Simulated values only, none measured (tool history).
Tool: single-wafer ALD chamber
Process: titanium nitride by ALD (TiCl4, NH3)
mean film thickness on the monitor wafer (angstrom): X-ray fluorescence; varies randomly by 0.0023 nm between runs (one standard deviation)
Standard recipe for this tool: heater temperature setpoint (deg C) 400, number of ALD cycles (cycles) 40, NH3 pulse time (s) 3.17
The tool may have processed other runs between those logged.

| run | hour | heater temperature setpoint (deg C) | number of ALD cycles (cycles) | NH3 pulse time (s) | read-back reference wafer on the same gauge, thickness_nm | mean film thickness on the monitor wafer (angstrom) |
|---|---|---|---|---|---|---|
| 1 | 0.0 | 408 | 40 | 3.17 | 0.875 | 9.27 |
| 2 | 69.0 | 408 | 40 | 3.17 | 0.874 | 9.27 |
| 3 | 127.6 | 408 | 40 | 3.17 | 0.873 | 9.26 |
| 4 | 165.5 | 400 | 34 | 2.41 | 0.873 | 7.77 |
| 5 | 198.2 | 400 | 42 | 3.17 | 0.872 | 9.70 |
| 6 | 260.0 | 400 | 37 | 3.17 | 0.871 | 8.53 |
| 7 | 309.4 | 400 | 40 | 2.42 | 0.871 | 9.13 |
| 8 | 340.9 | 400 | 40 | 2.42 | 0.871 | 9.15 |
| 9 | 398.9 | 400 | 40 | 2.42 | 0.870 | 9.09 |
| 10 | 437.8 | 400 | 40 | 3.17 | 0.868 | 9.21 |
| 11 | 500.7 | 400 | 40 | 3.17 | 0.867 | 9.18 |
| 12 | 557.1 | 400 | 40 | 3.17 | 0.866 | 9.19 |
| 13 | 586.4 | 400 | 40 | 3.17 | 0.866 | 9.13 |
|  | 622.1 | showerhead replaced |
| 14 | 625.8 | 400 | 35 | 3.17 | 0.865 | 7.98 |
| 15 | 747.0 | 400 | 35 | 3.17 | 0.862 | 8.01 |
| 16 | 806.7 | 409 | 40 | 2.43 | 0.860 | 9.05 |
| 17 | 837.8 | 409 | 40 | 2.43 | 0.859 | 9.06 |
| 18 | 869.8 | 400 | 40 | 3.17 | 0.858 | 9.05 |
|  | 884.1 | gauge calibrated |
| 19 | 895.8 | 400 | 40 | 3.17 | 0.875 | 9.23 |
| 20 | 946.9 | 400 | 40 | 3.17 | 0.874 | 9.25 |
| 21 | 983.7 | 400 | 40 | 3.17 | 0.874 | 9.23 |
| 22 | 1045.1 | 395 | 32 | 2.26 | 0.874 | 7.29 |
| 23 | 1081.5 | 404 | 40 | 3.17 | 0.874 | 9.25 |
| 24 | 1120.8 | 395 | 37 | 3.17 | 0.873 | 8.49 |
| 25 | 1158.8 | 400 | 40 | 3.17 | 0.874 | 9.20 |
| 26 | 1217.2 | 409 | 40 | 4.05 | 0.873 | 9.29 |
| 27 | 1247.1 | 393 | 40 | 3.17 | 0.874 | 9.14 |
|  | 1263.4 | thermocouple changed; heater temperature recalibrated |
| 28 | 1311.8 | 400 | 40 | 3.17 | 0.873 | 9.25 |
| 29 | 1356.3 | 407 | 38 | 4.33 | 0.873 | 8.84 |

Expected results for the next run?
| 30 | 1384.9 | 400 | 40 | 3.17 | ? | ? |

read-back reference wafer on the same gauge, thickness_nm: 0.872
mean film thickness on the monitor wafer (angstrom): 9.22
Had the tool carried no hidden state, the very same run would have given mean film thickness on the monitor wafer (angstrom) 9.27.
